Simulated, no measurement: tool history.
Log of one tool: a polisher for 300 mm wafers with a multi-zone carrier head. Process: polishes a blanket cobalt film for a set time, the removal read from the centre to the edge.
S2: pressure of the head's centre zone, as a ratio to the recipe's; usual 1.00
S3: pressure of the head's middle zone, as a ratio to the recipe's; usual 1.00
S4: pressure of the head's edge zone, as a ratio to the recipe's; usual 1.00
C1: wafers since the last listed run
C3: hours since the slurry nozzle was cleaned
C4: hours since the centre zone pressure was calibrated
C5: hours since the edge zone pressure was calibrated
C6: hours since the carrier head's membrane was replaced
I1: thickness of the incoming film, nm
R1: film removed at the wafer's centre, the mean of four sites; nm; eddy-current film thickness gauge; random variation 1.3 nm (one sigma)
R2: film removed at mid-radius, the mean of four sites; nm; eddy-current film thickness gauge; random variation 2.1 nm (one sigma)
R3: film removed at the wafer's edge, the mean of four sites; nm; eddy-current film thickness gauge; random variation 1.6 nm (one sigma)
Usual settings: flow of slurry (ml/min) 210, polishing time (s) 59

run 1 hour=0.0 | flow_of_slurry_(ml/min)=210 S2=1.00 S3=1.00 S4=1.00 polishing_time_(s)=59 | C1=0 wafers_polished_on_this_pad=5269 C3=617.6 C4=512.7 C5=703.5 C6=890.5 | I1=1396.0 | R1=187.8 R2=186.0 R3=187.2
-- hour=31.0 slurry nozzle cleaned
run 2 hour=69.2 | flow_of_slurry_(ml/min)=210 S2=1.00 S3=0.96 S4=1.00 polishing_time_(s)=59 | C1=1130 wafers_polished_on_this_pad=6400 C3=38.2 C4=581.9 C5=772.7 C6=959.7 | I1=1379.6 | R1=191.2 R2=182.4 R3=188.3
run 3 hour=128.8 | flow_of_slurry_(ml/min)=210 S2=1.00 S3=1.00 S4=0.88 polishing_time_(s)=79 | C1=988 wafers_polished_on_this_pad=7388 C3=97.8 C4=641.5 C5=832.3 C6=1019.3 | I1=1378.7 | R1=252.4 R2=251.8 R3=233.4
run 4 hour=226.3 | flow_of_slurry_(ml/min)=210 S2=1.00 S3=1.00 S4=1.00 polishing_time_(s)=59 | C1=1616 wafers_polished_on_this_pad=9004 C3=195.3 C4=739.0 C5=929.8 C6=1116.8 | I1=1396.9 | R1=184.6 R2=183.7 R3=182.3
-- hour=230.8 centre zone pressure recalibrated
-- hour=264.4 worn pad replaced by a new one
run 5 hour=304.5 | flow_of_slurry_(ml/min)=210 S2=1.00 S3=1.06 S4=1.00 polishing_time_(s)=59 | C1=1197 wafers_polished_on_this_pad=664 C3=273.5 C4=73.7 C5=1008.0 C6=1195.0 | I1=1393.9 | R1=192.3 R2=194.7 R3=189.9
run 6 hour=382.7 | flow_of_slurry_(ml/min)=210 S2=1.00 S3=1.00 S4=1.00 polishing_time_(s)=59 | C1=1296 wafers_polished_on_this_pad=1961 C3=351.7 C4=151.9 C5=1086.2 C6=1273.2 | I1=1362.0 | R1=189.1 R2=187.1 R3=187.4
run 7 hour=481.6 | flow_of_slurry_(ml/min)=210 S2=1.00 S3=1.00 S4=1.00 polishing_time_(s)=59 | C1=1639 wafers_polished_on_this_pad=3601 C3=450.6 C4=250.8 C5=1185.1 C6=1372.1 | I1=1380.9 | R1=189.1 R2=190.5 R3=189.8
run 8 hour=575.2 | flow_of_slurry_(ml/min)=210 S2=1.00 S3=1.00 S4=1.00 polishing_time_(s)=48 | C1=1552 wafers_polished_on_this_pad=5153 C3=544.2 C4=344.4 C5=1278.7 C6=1465.7 | I1=1395.4 | R1=151.8 R2=150.8 R3=149.7
-- hour=600.5 edge zone pressure recalibrated
run 9 hour=644.6 | flow_of_slurry_(ml/min)=210 S2=1.00 S3=0.95 S4=1.00 polishing_time_(s)=59 | C1=1117 wafers_polished_on_this_pad=6270 C3=613.6 C4=413.8 C5=44.1 C6=1535.1 | I1=1380.8 | R1=185.4 R2=179.7 R3=186.1
run 10 hour=716.7 | flow_of_slurry_(ml/min)=255 S2=1.00 S3=0.94 S4=1.00 polishing_time_(s)=59 | C1=1195 wafers_polished_on_this_pad=7466 C3=685.7 C4=485.9 C5=116.2 C6=1607.2 | I1=1398.0 | R1=192.2 R2=181.9 R3=189.0
-- hour=724.5 carrier head's membrane replaced by a new one
-- hour=744.0 slurry nozzle cleaned
run 11 hour=824.4 | flow_of_slurry_(ml/min)=210 S2=0.90 S3=1.00 S4=1.00 polishing_time_(s)=59 | C1=1686 wafers_polished_on_this_pad=9152 C3=80.4 C4=593.6 C5=223.9 C6=99.9 | I1=1367.3 | R1=167.8 R2=184.7 R3=180.0
-- hour=890.8 worn pad replaced by a new one
-- hour=898.5 centre zone pressure recalibrated
run 12 hour=923.4 | flow_of_slurry_(ml/min)=210 S2=0.88 S3=1.06 S4=1.00 polishing_time_(s)=59 | C1=1542 wafers_polished_on_this_pad=506 C3=179.4 C4=24.9 C5=322.9 C6=198.9 | I1=1407.1 | R1=169.9 R2=195.3 R3=188.0
run 13 hour=1022.2 | flow_of_slurry_(ml/min)=245 S2=1.08 S3=1.00 S4=0.88 polishing_time_(s)=59 | C1=1638 wafers_polished_on_this_pad=2144 C3=278.2 C4=123.7 C5=421.7 C6=297.7 | I1=1395.8 | R1=213.0 R2=191.8 R3=179.8
run 14 hour=1103.1 | flow_of_slurry_(ml/min)=210 S2=1.00 S3=1.00 S4=1.07 polishing_time_(s)=59 | C1=1341 wafers_polished_on_this_pad=3486 C3=359.1 C4=204.6 C5=502.6 C6=378.6 | I1=1390.4 | R1=189.8 R2=185.3 R3=193.0
run 15 hour=1179.7 | flow_of_slurry_(ml/min)=210 S2=1.05 S3=1.00 S4=1.00 polishing_time_(s)=59 | C1=1270 wafers_polished_on_this_pad=4756 C3=435.7 C4=281.2 C5=579.2 C6=455.2 | I1=1388.5 | R1=196.7 R2=183.5 R3=185.4
run 16 hour=1284.3 | flow_of_slurry_(ml/min)=210 S2=1.00 S3=1.00 S4=1.00 polishing_time_(s)=43 | C1=1734 wafers_polished_on_this_pad=6490 C3=540.3 C4=385.8 C5=683.8 C6=559.8 | I1=1376.3 | R1=133.3 R2=134.7 R3=132.8
-- hour=1389.7 slurry nozzle cleaned
run 17 hour=1399.6 | flow_of_slurry_(ml/min)=155 S2=1.00 S3=1.00 S4=1.00 polishing_time_(s)=76 | C1=1895 wafers_polished_on_this_pad=8386 C3=9.9 C4=501.1 C5=799.1 C6=675.1 | I1=1385.1 | R1=227.3 R2=223.8 R3=230.0
run 18 hour=1477.4 | flow_of_slurry_(ml/min)=210 S2=1.00 S3=0.92 S4=0.92 polishing_time_(s)=59 | C1=1290 wafers_polished_on_this_pad=9676 C3=87.7 C4=578.9 C5=876.9 C6=752.9 | I1=1385.3 | R1=183.0 R2=171.3 R3=173.5
run 19 hour=1513.8 | flow_of_slurry_(ml/min)=210 S2=1.00 S3=1.00 S4=1.00 polishing_time_(s)=59 | C1=603 wafers_polished_on_this_pad=10279 C3=124.1 C4=615.3 C5=913.3 C6=789.3 | I1=1386.5 | R1=180.7 R2=178.9 R3=176.4
-- hour=1523.8 worn pad replaced by a new one
run 20 hour=1575.1 | flow_of_slurry_(ml/min)=240 S2=1.10 S3=1.00 S4=1.05 polishing_time_(s)=59 | C1=950 wafers_polished_on_this_pad=851 C3=185.4 C4=676.6 C5=974.6 C6=850.6 | I1=1411.4 | R1=216.0 R2=194.8 R3=201.2
-- hour=1617.7 centre zone pressure recalibrated
run 21 hour=1660.6 | flow_of_slurry_(ml/min)=210 S2=1.00 S3=1.00 S4=1.00 polishing_time_(s)=59 | C1=1384 wafers_polished_on_this_pad=2235 C3=270.9 C4=42.9 C5=1060.1 C6=936.1 | I1=1394.3 | R1=193.2 R2=190.9 R3=189.2
run 22 hour=1707.9 | flow_of_slurry_(ml/min)=210 S2=1.00 S3=1.00 S4=1.00 polishing_time_(s)=59 | C1=784 wafers_polished_on_this_pad=3020 C3=318.2 C4=90.2 C5=1107.4 C6=983.4 | I1=1401.3 | R1=193.4 R2=194.0 R3=190.7

Forecast each of these 4 alternatives for the next run:
run A hour=1708.3 | flow_of_slurry_(ml/min)=280 S2=1.00 S3=1.00 S4=1.00 polishing_time_(s)=59 | C1=6 wafers_polished_on_this_pad=3026 C3=318.6 C4=90.6 C5=1107.8 C6=983.8 | I1=1411.5 | R1=? R2=? R3=?
run B hour=1708.3 | flow_of_slurry_(ml/min)=285 S2=1.10 S3=1.00 S4=1.00 polishing_time_(s)=45 | C1=6 wafers_polished_on_this_pad=3026 C3=318.6 C4=90.6 C5=1107.8 C6=983.8 | I1=1411.5 | R1=? R2=? R3=?
run C hour=1708.3 | flow_of_slurry_(ml/min)=210 S2=1.00 S3=1.04 S4=1.10 polishing_time_(s)=67 | C1=6 wafers_polished_on_this_pad=3026 C3=318.6 C4=90.6 C5=1107.8 C6=983.8 | I1=1411.5 | R1=? R2=? R3=?
run D hour=1708.3 | flow_of_slurry_(ml/min)=210 S2=1.00 S3=1.11 S4=1.00 polishing_time_(s)=77 | C1=6 wafers_polished_on_this_pad=3026 C3=318.6 C4=90.6 C5=1107.8 C6=983.8 | I1=1411.5 | R1=? R2=? R3=?

run=A R1=201.5 R2=197.9 R3=195.0
run=B R1=169.6 R2=151.2 R3=148.9
run=C R1=218.2 R2=219.7 R3=224.7
run=D R1=250.8 R2=261.5 R3=246.2
Without the tool's hidden state the same runs would have given:
run=A R1=207.8 R2=203.8 R3=199.8
run=B R1=174.8 R2=155.6 R3=152.6
run=C R1=226.5 R2=227.5 R3=231.3
run=D R1=260.4 R2=270.8 R3=253.4
